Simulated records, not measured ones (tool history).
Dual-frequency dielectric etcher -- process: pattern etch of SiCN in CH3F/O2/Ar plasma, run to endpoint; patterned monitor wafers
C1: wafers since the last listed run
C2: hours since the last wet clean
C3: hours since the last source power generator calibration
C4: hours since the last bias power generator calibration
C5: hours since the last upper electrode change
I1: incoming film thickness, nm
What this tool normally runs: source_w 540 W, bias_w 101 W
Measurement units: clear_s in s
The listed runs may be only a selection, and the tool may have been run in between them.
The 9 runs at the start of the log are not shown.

run 10 hour=412.4 | source_w=540 bias_w=101 | C1=958 C2=484.2 C3=4006.2 C4=3403.1 C5=2382.7 | I1=12.73 | clear_s=26.7
run 11 hour=462.5 | source_w=540 bias_w=107 | C1=848 C2=534.3 C3=4056.3 C4=3453.2 C5=2432.8 | I1=12.68 | clear_s=26.1
-- hour=539.1 wet clean of the chamber
-- hour=551.2 source power generator calibrated
run 12 hour=614.0 | source_w=540 bias_w=107 | C1=2091 C2=74.9 C3=62.8 C4=3604.7 C5=2584.3 | I1=12.65 | clear_s=25.3
run 13 hour=701.4 | source_w=540 bias_w=107 | C1=1479 C2=162.3 C3=150.2 C4=3692.1 C5=2671.7 | I1=12.63 | clear_s=25.3
run 14 hour=765.0 | source_w=540 bias_w=101 | C1=1076 C2=225.9 C3=213.8 C4=3755.7 C5=2735.3 | I1=12.64 | clear_s=25.9
run 15 hour=790.6 | source_w=540 bias_w=94 | C1=433 C2=251.5 C3=239.4 C4=3781.3 C5=2760.9 | I1=12.58 | clear_s=26.7
run 16 hour=855.8 | source_w=620 bias_w=89 | C1=1104 C2=316.7 C3=304.6 C4=3846.5 C5=2826.1 | I1=12.59 | clear_s=26.0
run 17 hour=884.0 | source_w=450 bias_w=110 | C1=477 C2=344.9 C3=332.8 C4=3874.7 C5=2854.3 | I1=12.52 | clear_s=27.0
run 18 hour=936.2 | source_w=540 bias_w=81 | C1=883 C2=397.1 C3=385.0 C4=3926.9 C5=2906.5 | I1=12.60 | clear_s=28.8
run 19 hour=988.9 | source_w=540 bias_w=101 | C1=892 C2=449.8 C3=437.7 C4=3979.6 C5=2959.2 | I1=12.62 | clear_s=26.5
run 20 hour=1089.7 | source_w=420 bias_w=119 | C1=1706 C2=550.6 C3=538.5 C4=4080.4 C5=3060.0 | I1=12.52 | clear_s=26.8
-- hour=1167.7 wet clean of the chamber
run 21 hour=1186.1 | source_w=460 bias_w=101 | C1=1225 C2=18.4 C3=634.9 C4=4176.8 C5=3156.4 | I1=12.47 | clear_s=26.2
run 22 hour=1252.4 | source_w=610 bias_w=82 | C1=1122 C2=84.7 C3=701.2 C4=4243.1 C5=3222.7 | I1=12.59 | clear_s=26.5
-- hour=1284.9 upper electrode replaced, of another model than before
run 23 hour=1297.9 | source_w=540 bias_w=101 | C1=364 C2=130.2 C3=746.7 C4=4288.6 C5=13.0 | I1=12.57 | clear_s=25.5
-- hour=1341.7 bias power generator calibrated
run 24 hour=1370.1 | source_w=600 bias_w=119 | C1=1154 C2=202.4 C3=818.9 C4=28.4 C5=85.2 | I1=12.74 | clear_s=24.3
run 25 hour=1399.8 | source_w=500 bias_w=113 | C1=502 C2=232.1 C3=848.6 C4=58.1 C5=114.9 | I1=12.63 | clear_s=25.4
run 26 hour=1446.2 | source_w=440 bias_w=101 | C1=785 C2=278.5 C3=895.0 C4=104.5 C5=161.3 | I1=12.55 | clear_s=27.1
run 27 hour=1488.7 | source_w=630 bias_w=90 | C1=719 C2=321.0 C3=937.5 C4=147.0 C5=203.8 | I1=12.54 | clear_s=25.7
run 28 hour=1522.4 | source_w=540 bias_w=117 | C1=570 C2=354.7 C3=971.2 C4=180.7 C5=237.5 | I1=12.57 | clear_s=25.2
run 29 hour=1554.1 | source_w=540 bias_w=107 | C1=536 C2=386.4 C3=1002.9 C4=212.4 C5=269.2 | I1=12.61 | clear_s=25.9
run 30 hour=1619.5 | source_w=540 bias_w=109 | C1=1107 C2=451.8 C3=1068.3 C4=277.8 C5=334.6 | I1=12.61 | clear_s=25.9
run 31 hour=1666.9 | source_w=540 bias_w=101 | C1=802 C2=499.2 C3=1115.7 C4=325.2 C5=382.0 | I1=12.70 | clear_s=26.7
-- hour=1704.6 wet clean of the chamber
run 32 hour=1705.1 | source_w=540 bias_w=101 | C1=240 C2=0.5 C3=1153.9 C4=363.4 C5=420.2 | I1=12.75 | clear_s=25.8
run 33 hour=1743.8 | source_w=540 bias_w=101 | C1=655 C2=39.2 C3=1192.6 C4=402.1 C5=458.9 | I1=12.49 | clear_s=25.3

Below are 3 alternative next runs, each starting from the tool's condition after run 33. Predict each:
run A hour=1744.2 | source_w=540 bias_w=122 | C1=6 C2=39.6 C3=1193.0 C4=402.5 C5=459.3 | I1=12.69 | clear_s=?
run B hour=1744.2 | source_w=490 bias_w=107 | C1=6 C2=39.6 C3=1193.0 C4=402.5 C5=459.3 | I1=12.69 | clear_s=?
run C hour=1744.2 | source_w=620 bias_w=78 | C1=6 C2=39.6 C3=1193.0 C4=402.5 C5=459.3 | I1=12.69 | clear_s=?

run=A clear_s=24.3
run=B clear_s=25.7
run=C clear_s=26.3
With no hidden state in the tool, these same runs would have given:
run=A clear_s=24.2
run=B clear_s=25.6
run=C clear_s=26.2
